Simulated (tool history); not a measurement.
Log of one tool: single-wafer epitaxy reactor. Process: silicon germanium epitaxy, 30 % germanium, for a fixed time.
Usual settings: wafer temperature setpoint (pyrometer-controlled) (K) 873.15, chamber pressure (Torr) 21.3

run     day  wafer temperature setpoint (pyrometer-controlled) (K)  chamber pressure (Torr)  wafers since the last listed run  hours since the last pyrometer calibration  hours since the last manometer calibration  hours since the showerhead was replaced  hours since the gauge calibration  read-back reference wafer on the same gauge, thickness_nm  mean film thickness on the monitor wafer (angstrom)
  1       0                                                 869.15                     17.2                                 0                                      2150.1                                      1221.2                                   2577.3                              448.3                                                     61.077                                               502.77
  2    0.65                                                 878.15                     21.3                               181                                      2165.7                                      1236.8                                   2592.9                              463.9                                                     61.075                                                  637
  3    1.45                                                 873.15                     21.3                               223                                      2184.9                                        1256                                   2612.1                              483.1                                                      61.14                                               589.38
  4   2.671                                                 873.15                     21.3                               341                                      2214.2                                      1285.3                                   2641.4                              512.4                                                     61.053                                               592.04
  5   3.904                                                 873.15                     21.3                               345                                      2243.8                                      1314.9                                     2671                                542                                                     61.086                                               592.35
  6   4.762                                                 873.15                     21.3                               240                                      2264.4                                      1335.5                                   2691.6                              562.6                                                     61.029                                               587.92
  7   5.475                                                 873.15                     21.3                               199                                      2281.5                                      1352.6                                   2708.7                              579.7                                                     61.122                                                589.5
  8   8.525                                                 873.15                     21.3                               853                                      2354.7                                      1425.8                                   2781.9                              652.9                                                      61.11                                               588.78
      9.321  -- capacitance manometer re-zeroed and calibrated
  9  10.454                                                 873.15                     21.3                               446                                        2401                                        27.2                                   2828.2                              699.2                                                     61.155                                               591.79
 10  11.433                                                 873.15                     25.1                               274                                      2424.5                                        50.7                                   2851.7                              722.7                                                     61.053                                               627.23
 11  12.854                                                 873.15                     25.1                               397                                      2458.6                                        84.8                                   2885.8                              756.8                                                       61.1                                               633.01
 12  15.721                                                 873.15                     25.1                               802                                      2527.4                                       153.6                                   2954.6                              825.6                                                     61.098                                               632.03
 13  16.392                                                 873.15                     21.3                               187                                      2543.5                                       169.7                                   2970.7                              841.7                                                     61.123                                               591.04
 14  17.738                                                 873.15                     21.3                               376                                      2575.8                                         202                                     3003                                874                                                     61.069                                               591.66
 15  19.125                                                 873.15                     21.3                               388                                      2609.1                                       235.3                                   3036.3                              907.3                                                     61.124                                               587.83
 16  20.288                                                 873.15                     21.3                               325                                        2637                                       263.2                                   3064.2                              935.2                                                     61.165                                               590.98
     20.862  -- showerhead replaced
 17   21.45                                                 863.15                     17.6                               232                                      2664.9                                       291.1                                     14.1                              963.1                                                     61.158                                               463.21
 18    22.2                                                 873.15                     18.2                               209                                      2682.9                                       309.1                                     32.1                              981.1                                                     61.094                                               550.68
 19  22.917                                                 887.15                     21.3                               200                                      2700.1                                       326.3                                     49.3                              998.3                                                     61.096                                               735.98
 20  23.671                                                 868.15                     17.8                               211                                      2718.2                                       344.4                                     67.4                             1016.4                                                     61.088                                               502.65
      27.45  -- gauge calibrated
 21  27.508                                                 868.15                     16.2                              1074                                      2810.3                                       436.5                                    159.5                                1.4                                                     61.098                                               486.19
 22  28.471                                                 873.15                     21.3                               269                                      2833.4                                       459.6                                    182.6                               24.5                                                     61.066                                               590.14
 23  28.988                                                 877.15                     25.5                               144                                      2845.8                                         472                                      195                               36.9                                                     61.112                                                680.6
     30.258  -- pyrometer calibrated
 24  30.279                                                 873.15                     21.3                               268                                         0.5                                         503                                      226                               67.9                                                     61.079                                               588.01
 25  31.229                                                 869.15                     17.2                               265                                        23.3                                       525.8                                    248.8                               90.7                                                       61.1                                               504.67
 26  31.979                                                 873.15                     21.3                               209                                        41.3                                       543.8                                    266.8                              108.7                                                     61.059                                               588.66
 27  32.738                                                 873.15                     21.3                               212                                        59.5                                         562                                      285                              126.9                                                     61.061                                               588.22
 28  33.783                                                 884.15                       16                               292                                        84.6                                       587.1                                    310.1                                152                                                     61.138                                               624.62
 29  35.196                                                 862.15                     18.3                               395                                       118.5                                         621                                      344                              185.9                                                     61.076                                               460.47
 30  36.117                                                 865.15                       18                               257                                       140.6                                       643.1                                    366.1                                208                                                     61.075                                               487.17
 31  37.075                                                 873.15                     21.3                               268                                       163.6                                       666.1                                    389.1                                231                                                     61.108                                               593.34
 32  37.812                                                 859.15                     21.3                               206                                       181.3                                       683.8                                    406.8                              248.7                                                     61.116                                               469.44
 33  38.658                                                 873.15                     24.9                               236                                       201.6                                       704.1                                    427.1                                269                                                     61.048                                               626.64
 34  39.529                                                 884.15                       26                               243                                       222.5                                         725                                      448                              289.9                                                     61.062                                               762.68

Hidden state at the last listed run before each entry between runs and at the first one after, where it differs:
Between runs 8 and 9: capacitance manometer re-zeroed and calibrated (day 9.321)
  no hidden state differs between the two runs
Between runs 16 and 17: showerhead replaced (day 20.862)
  no hidden state differs between the two runs
Between runs 20 and 21: gauge calibrated (day 27.45)
  no hidden state differs between the two runs
Between runs 23 and 24: pyrometer calibrated (day 30.258)
  no hidden state differs between the two runs
